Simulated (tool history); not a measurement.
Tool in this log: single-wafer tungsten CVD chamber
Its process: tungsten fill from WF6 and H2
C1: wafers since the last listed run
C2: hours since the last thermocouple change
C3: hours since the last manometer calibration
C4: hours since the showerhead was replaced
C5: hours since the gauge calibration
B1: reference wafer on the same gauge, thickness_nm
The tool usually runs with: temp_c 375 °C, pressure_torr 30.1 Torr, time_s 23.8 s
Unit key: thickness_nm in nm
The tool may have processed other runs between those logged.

{"run": 1, "hour": 0.0, "temp_c": 366, "pressure_torr": 30.1, "time_s": 23.8, "C1": 0, "C2": 1308.1, "C3": 2608.1, "C4": 6405.9, "C5": 325.4, "B1": 44.68, "thickness_nm": 35.7}
{"run": 2, "hour": 23.2, "temp_c": 375, "pressure_torr": 30.1, "time_s": 23.8, "C1": 930, "C2": 1331.3, "C3": 2631.3, "C4": 6429.1, "C5": 348.6, "B1": 44.726, "thickness_nm": 44.391}
{"run": 3, "hour": 42.0, "temp_c": 375, "pressure_torr": 30.1, "time_s": 23.8, "C1": 753, "C2": 1350.1, "C3": 2650.1, "C4": 6447.9, "C5": 367.4, "B1": 44.7, "thickness_nm": 44.302}
{"run": 4, "hour": 58.5, "temp_c": 375, "pressure_torr": 30.1, "time_s": 23.8, "C1": 661, "C2": 1366.6, "C3": 2666.6, "C4": 6464.4, "C5": 383.9, "B1": 44.728, "thickness_nm": 44.236}
{"run": 5, "hour": 89.7, "temp_c": 375, "pressure_torr": 25.7, "time_s": 23.8, "C1": 1251, "C2": 1397.8, "C3": 2697.8, "C4": 6495.6, "C5": 415.1, "B1": 44.716, "thickness_nm": 41.299}
{"run": 6, "hour": 111.6, "temp_c": 375, "pressure_torr": 30.1, "time_s": 26.3, "C1": 878, "C2": 1419.7, "C3": 2719.7, "C4": 6517.5, "C5": 437.0, "B1": 44.698, "thickness_nm": 49.019}
{"run": 7, "hour": 125.6, "temp_c": 375, "pressure_torr": 30.1, "time_s": 26.3, "C1": 561, "C2": 1433.7, "C3": 2733.7, "C4": 6531.5, "C5": 451.0, "B1": 44.741, "thickness_nm": 49.015}
{"run": 8, "hour": 205.2, "temp_c": 375, "pressure_torr": 32.2, "time_s": 23.8, "C1": 3191, "C2": 1513.3, "C3": 2813.3, "C4": 6611.1, "C5": 530.6, "B1": 44.713, "thickness_nm": 45.737}
{"run": 9, "hour": 217.9, "temp_c": 375, "pressure_torr": 32.2, "time_s": 23.8, "C1": 509, "C2": 1526.0, "C3": 2826.0, "C4": 6623.8, "C5": 543.3, "B1": 44.692, "thickness_nm": 45.693}
{"run": 10, "hour": 246.9, "temp_c": 386, "pressure_torr": 30.1, "time_s": 23.8, "C1": 1162, "C2": 1555.0, "C3": 2855.0, "C4": 6652.8, "C5": 572.3, "B1": 44.697, "thickness_nm": 57.145}
{"hour": 261.2, "done": "gauge calibrated"}
{"run": 11, "hour": 265.2, "temp_c": 386, "pressure_torr": 30.1, "time_s": 23.8, "C1": 733, "C2": 1573.3, "C3": 2873.3, "C4": 6671.1, "C5": 4.0, "B1": 44.703, "thickness_nm": 57.164}
{"hour": 278.3, "done": "thermocouple changed; heater temperature recalibrated"}
{"run": 12, "hour": 287.1, "temp_c": 386, "pressure_torr": 30.1, "time_s": 23.8, "C1": 557, "C2": 8.8, "C3": 2895.2, "C4": 6693.0, "C5": 25.9, "B1": 44.659, "thickness_nm": 57.157}
{"run": 13, "hour": 320.0, "temp_c": 375, "pressure_torr": 30.1, "time_s": 23.8, "C1": 1319, "C2": 41.7, "C3": 2928.1, "C4": 6725.9, "C5": 58.8, "B1": 44.699, "thickness_nm": 44.176}
{"hour": 351.5, "done": "showerhead replaced"}
{"run": 14, "hour": 352.0, "temp_c": 380, "pressure_torr": 30.1, "time_s": 19.9, "C1": 962, "C2": 73.7, "C3": 2960.1, "C4": 0.5, "C5": 90.8, "B1": 44.688, "thickness_nm": 41.524}
{"run": 15, "hour": 378.1, "temp_c": 379, "pressure_torr": 34.1, "time_s": 21.1, "C1": 1046, "C2": 99.8, "C3": 2986.2, "C4": 26.6, "C5": 116.9, "B1": 44.705, "thickness_nm": 45.81}
{"run": 16, "hour": 400.9, "temp_c": 366, "pressure_torr": 30.1, "time_s": 25.4, "C1": 914, "C2": 122.6, "C3": 3009.0, "C4": 49.4, "C5": 139.7, "B1": 44.711, "thickness_nm": 38.087}
{"run": 17, "hour": 431.7, "temp_c": 390, "pressure_torr": 30.1, "time_s": 19.6, "C1": 1235, "C2": 153.4, "C3": 3039.8, "C4": 80.2, "C5": 170.5, "B1": 44.678, "thickness_nm": 51.417}
{"run": 18, "hour": 457.2, "temp_c": 382, "pressure_torr": 30.1, "time_s": 23.8, "C1": 1022, "C2": 178.9, "C3": 3065.3, "C4": 105.7, "C5": 196.0, "B1": 44.7, "thickness_nm": 52.146}
{"run": 19, "hour": 471.3, "temp_c": 375, "pressure_torr": 30.1, "time_s": 23.8, "C1": 565, "C2": 193.0, "C3": 3079.4, "C4": 119.8, "C5": 210.1, "B1": 44.702, "thickness_nm": 44.64}
{"run": 20, "hour": 496.8, "temp_c": 364, "pressure_torr": 30.1, "time_s": 25.7, "C1": 1022, "C2": 218.5, "C3": 3104.9, "C4": 145.3, "C5": 235.6, "B1": 44.706, "thickness_nm": 36.665}
{"run": 21, "hour": 514.1, "temp_c": 375, "pressure_torr": 37.1, "time_s": 23.8, "C1": 693, "C2": 235.8, "C3": 3122.2, "C4": 162.6, "C5": 252.9, "B1": 44.694, "thickness_nm": 48.859}
{"run": 22, "hour": 531.3, "temp_c": 383, "pressure_torr": 24.3, "time_s": 25.3, "C1": 689, "C2": 253.0, "C3": 3139.4, "C4": 179.8, "C5": 270.1, "B1": 44.709, "thickness_nm": 51.56}
{"hour": 550.8, "done": "capacitance manometer re-zeroed and calibrated"}
{"run": 23, "hour": 553.0, "temp_c": 375, "pressure_torr": 30.1, "time_s": 23.8, "C1": 549, "C2": 274.7, "C3": 2.2, "C4": 201.5, "C5": 291.8, "B1": 44.687, "thickness_nm": 44.55}
{"run": 24, "hour": 583.1, "temp_c": 375, "pressure_torr": 30.1, "time_s": 23.8, "C1": 1207, "C2": 304.8, "C3": 32.3, "C4": 231.6, "C5": 321.9, "B1": 44.725, "thickness_nm": 44.377}
{"run": 25, "hour": 605.2, "temp_c": 375, "pressure_torr": 23.9, "time_s": 28.5, "C1": 886, "C2": 326.9, "C3": 54.4, "C4": 253.7, "C5": 344.0, "B1": 44.724, "thickness_nm": 47.856}
{"run": 26, "hour": 639.0, "temp_c": 375, "pressure_torr": 30.1, "time_s": 23.8, "C1": 1355, "C2": 360.7, "C3": 88.2, "C4": 287.5, "C5": 377.8, "B1": 44.682, "thickness_nm": 44.262}

What does the tool deliver on the next run?
{"run": 27, "hour": 663.1, "temp_c": 370, "pressure_torr": 35.4, "time_s": 23.8, "C1": 966, "C2": 384.8, "C3": 112.3, "C4": 311.6, "C5": 401.9, "B1": "?", "thickness_nm": "?"}

B1: 44.680
thickness_nm: 42.481 nm
If the tool had no hidden condition, the same run with the same run-to-run variation would have returned thickness_nm 42.481 nm.
